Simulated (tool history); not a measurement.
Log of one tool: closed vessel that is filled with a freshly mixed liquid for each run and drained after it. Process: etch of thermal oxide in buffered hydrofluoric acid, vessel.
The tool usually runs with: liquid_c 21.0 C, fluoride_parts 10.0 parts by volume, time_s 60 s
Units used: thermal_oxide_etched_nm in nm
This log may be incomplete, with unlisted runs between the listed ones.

run,hour,liquid_c,fluoride_parts,time_s,wafers since the last listed run,hours since the thermometer was replaced,hours since the hydrofluoric acid flow meter was replaced,hours since the gauge calibration,"read-back film thickness of the thermal oxide reference wafer, read on the same gauge (nm)",thermal_oxide_etched_nm
1,0.0,21.0,10.0,60,0,420.8,621.0,1133.3,129.98,54.77
2,49.2,21.0,13.0,35,3718,470.0,670.2,1182.5,130.00,24.31
3,115.4,21.0,13.0,35,5003,536.2,736.4,1248.7,130.00,24.35
4,172.2,21.0,13.0,35,4293,593.0,793.2,1305.5,129.95,24.30
5,237.3,23.0,10.0,60,4920,658.1,858.3,1370.6,129.95,60.19
6,449.0,23.0,10.0,60,16000,869.8,1070.0,1582.3,130.02,60.85
7,549.6,23.0,10.0,60,7603,970.4,1170.6,1682.9,129.99,61.74
8,615.8,21.0,12.0,60,5003,1036.6,1236.8,1749.1,130.01,45.55
9,679.7,21.0,12.0,60,4829,1100.5,1300.7,1813.0,129.97,46.13
# hour 766.9: hydrofluoric acid flow meter replaced
10,889.8,21.0,12.0,60,15804,1310.6,122.9,2023.1,129.98,45.40
11,956.2,21.0,10.0,45,5018,1377.0,189.3,2089.5,130.00,40.89
12,1009.4,21.0,11.5,60,4021,1430.2,242.5,2142.7,130.02,47.08
13,1046.6,21.0,11.5,60,2811,1467.4,279.7,2179.9,129.99,47.74
14,1080.1,21.0,11.5,60,2532,1500.9,313.2,2213.4,130.03,48.03
15,1141.3,21.0,7.0,60,4625,1562.1,374.4,2274.6,130.03,75.51
16,1195.4,21.0,10.0,60,4089,1616.2,428.5,2328.7,129.99,54.77
17,1223.5,21.0,10.0,60,2123,1644.3,456.6,2356.8,130.01,53.41
18,1255.6,25.5,10.0,85,2426,1676.4,488.7,2388.9,130.02,96.55
19,1321.8,17.5,12.5,60,5003,1742.6,554.9,2455.1,130.02,36.30
# hour 1347.6: gauge calibrated
# hour 1357.1: thermometer replaced
20,1364.2,24.5,10.0,30,3129,7.1,597.3,16.6,129.98,32.94
21,1392.2,21.0,10.0,60,2116,35.1,625.3,44.6,130.03,54.81
22,1420.5,26.0,10.0,60,2139,63.4,653.6,72.9,129.96,71.26
23,1457.3,25.0,13.5,30,2781,100.2,690.4,109.7,130.01,24.72
24,1505.7,21.0,10.0,50,3658,148.6,738.8,158.1,130.00,44.75
25,1561.4,22.5,7.5,85,4209,204.3,794.5,213.8,130.03,108.39
26,1594.3,25.5,6.0,30,2486,237.2,827.4,246.7,130.00,55.04
27,1628.8,21.0,10.0,60,2607,271.7,861.9,281.2,130.02,54.97
28,1673.5,21.0,10.0,60,3378,316.4,906.6,325.9,130.01,54.20
29,1720.9,21.0,10.0,75,3582,363.8,954.0,373.3,130.00,68.23
30,1782.8,18.5,10.0,60,4678,425.7,1015.9,435.2,130.00,47.64
31,1852.1,21.0,10.0,60,5237,495.0,1085.2,504.5,130.00,54.72
32,1893.0,19.5,10.0,75,3091,535.9,1126.1,545.4,130.00,62.85
33,1929.2,25.0,6.5,50,2736,572.1,1162.3,581.6,130.01,82.79
# hour 1991.5: hydrofluoric acid flow meter replaced
34,1996.9,21.0,7.5,60,5041,639.8,5.4,649.3,130.00,70.82

What the log doesn't show, run by run:
liquid colder than its thermometer reads (K): 0, the same for each run
hydrofluoric acid flow above the setpoint (%): 0, the same for each run
gauge reads high (%): 0, the same for each run
